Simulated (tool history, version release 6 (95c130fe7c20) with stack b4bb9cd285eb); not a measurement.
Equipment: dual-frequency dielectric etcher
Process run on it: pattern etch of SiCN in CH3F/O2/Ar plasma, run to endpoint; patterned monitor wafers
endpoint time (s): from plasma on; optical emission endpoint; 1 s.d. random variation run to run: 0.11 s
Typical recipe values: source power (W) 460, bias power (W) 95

| run | hour | source power (W) | bias power (W) | wafers since the last listed run | hours since the last wet clean | hours since the last source power generator calibration | hours since the last bias power generator calibration | hours since the last upper electrode change | incoming incoming film thickness, nm | endpoint time (s) |
|---|---|---|---|---|---|---|---|---|---|---|
| 1 | 0.0 | 460 | 95 | 0 | 12.4 | 3442.8 | 3250.0 | 2844.1 | 9.06 | 20.6 |
| 2 | 43.6 | 460 | 95 | 885 | 56.0 | 3486.4 | 3293.6 | 2887.7 | 8.97 | 20.5 |
| 3 | 105.3 | 460 | 95 | 1252 | 117.7 | 3548.1 | 3355.3 | 2949.4 | 9.08 | 21.1 |
| 4 | 145.0 | 460 | 95 | 805 | 157.4 | 3587.8 | 3395.0 | 2989.1 | 9.12 | 21.2 |
| 5 | 252.8 | 460 | 95 | 2188 | 265.2 | 3695.6 | 3502.8 | 3096.9 | 9.12 | 21.4 |
| 6 | 308.0 | 460 | 95 | 1120 | 320.4 | 3750.8 | 3558.0 | 3152.1 | 9.04 | 21.5 |
| 7 | 336.3 | 410 | 95 | 574 | 348.7 | 3779.1 | 3586.3 | 3180.4 | 9.16 | 22.8 |
| 8 | 376.0 | 410 | 95 | 805 | 388.4 | 3818.8 | 3626.0 | 3220.1 | 9.01 | 22.6 |
| 9 | 403.9 | 460 | 95 | 566 | 416.3 | 3846.7 | 3653.9 | 3248.0 | 9.18 | 22.1 |
|  | 447.0 | wet clean of the chamber |
|  | 450.6 | upper electrode replaced |
| 10 | 451.1 | 460 | 95 | 397 | 4.1 | 3893.9 | 3701.1 | 0.5 | 9.07 | 20.7 |
| 11 | 500.2 | 460 | 95 | 996 | 53.2 | 3943.0 | 3750.2 | 49.6 | 9.06 | 20.8 |
| 12 | 568.1 | 500 | 95 | 1378 | 121.1 | 4010.9 | 3818.1 | 117.5 | 9.08 | 20.3 |
| 13 | 617.2 | 500 | 95 | 996 | 170.2 | 4060.0 | 3867.2 | 166.6 | 9.05 | 20.4 |
| 14 | 644.7 | 460 | 95 | 558 | 197.7 | 4087.5 | 3894.7 | 194.1 | 9.18 | 21.3 |
| 15 | 712.2 | 460 | 95 | 1370 | 265.2 | 4155.0 | 3962.2 | 261.6 | 9.05 | 21.1 |
|  | 721.6 | bias power generator calibrated |
| 16 | 736.6 | 490 | 71 | 414 | 289.6 | 4179.4 | 15.0 | 286.0 | 9.16 | 24.1 |
| 17 | 805.2 | 460 | 95 | 1392 | 358.2 | 4248.0 | 83.6 | 354.6 | 9.13 | 21.8 |
| 18 | 849.4 | 460 | 95 | 897 | 402.4 | 4292.2 | 127.8 | 398.8 | 9.22 | 22.1 |
| 19 | 909.9 | 380 | 116 | 1228 | 462.9 | 4352.7 | 188.3 | 459.3 | 9.17 | 21.5 |
|  | 963.9 | wet clean of the chamber |
| 20 | 968.2 | 540 | 73 | 696 | 4.3 | 4411.0 | 246.6 | 517.6 | 9.12 | 22.5 |
|  | 996.3 | source power generator calibrated |
| 21 | 1037.4 | 360 | 118 | 1323 | 73.5 | 41.1 | 315.8 | 586.8 | 9.05 | 21.0 |
| 22 | 1105.7 | 460 | 95 | 1386 | 141.8 | 109.4 | 384.1 | 655.1 | 9.10 | 21.5 |
| 23 | 1166.3 | 460 | 82 | 1230 | 202.4 | 170.0 | 444.7 | 715.7 | 9.03 | 23.0 |
| 24 | 1193.4 | 460 | 95 | 550 | 229.5 | 197.1 | 471.8 | 742.8 | 9.08 | 21.7 |
| 25 | 1261.6 | 540 | 81 | 1384 | 297.7 | 265.3 | 540.0 | 811.0 | 9.17 | 22.2 |
| 26 | 1288.3 | 410 | 82 | 541 | 324.4 | 292.0 | 566.7 | 837.7 | 9.08 | 24.4 |
| 27 | 1344.6 | 540 | 74 | 1142 | 380.7 | 348.3 | 623.0 | 894.0 | 9.05 | 22.8 |
|  | 1396.9 | wet clean of the chamber |
| 28 | 1397.4 | 530 | 87 | 584 | 0.5 | 401.1 | 675.8 | 946.8 | 9.11 | 20.5 |
| 29 | 1431.1 | 370 | 79 | 684 | 34.2 | 434.8 | 709.5 | 980.5 | 9.16 | 24.8 |

Predict each of these 5 candidate next runs independently; none follows another, all start after run 29:
| A | 1431.5 | 460 | 95 | 8 | 34.6 | 435.2 | 709.9 | 980.9 | 9.10 | ? |
| B | 1431.5 | 410 | 87 | 8 | 34.6 | 435.2 | 709.9 | 980.9 | 9.10 | ? |
| C | 1431.5 | 390 | 84 | 8 | 34.6 | 435.2 | 709.9 | 980.9 | 9.10 | ? |
| D | 1431.5 | 520 | 85 | 8 | 34.6 | 435.2 | 709.9 | 980.9 | 9.10 | ? |
| E | 1431.5 | 560 | 71 | 8 | 34.6 | 435.2 | 709.9 | 980.9 | 9.10 | ? |

| run | endpoint time (s) |
|---|---|
| A | 21.2 |
| B | 23.0 |
| C | 23.8 |
| D | 21.2 |
| E | 22.3 |
With the hidden condition removed and each run's random variation left untouched, the same runs would have given:
| run | endpoint time (s) |
|---|---|
| A | 21.1 |
| B | 23.0 |
| C | 23.8 |
| D | 21.2 |
| E | 22.3 |
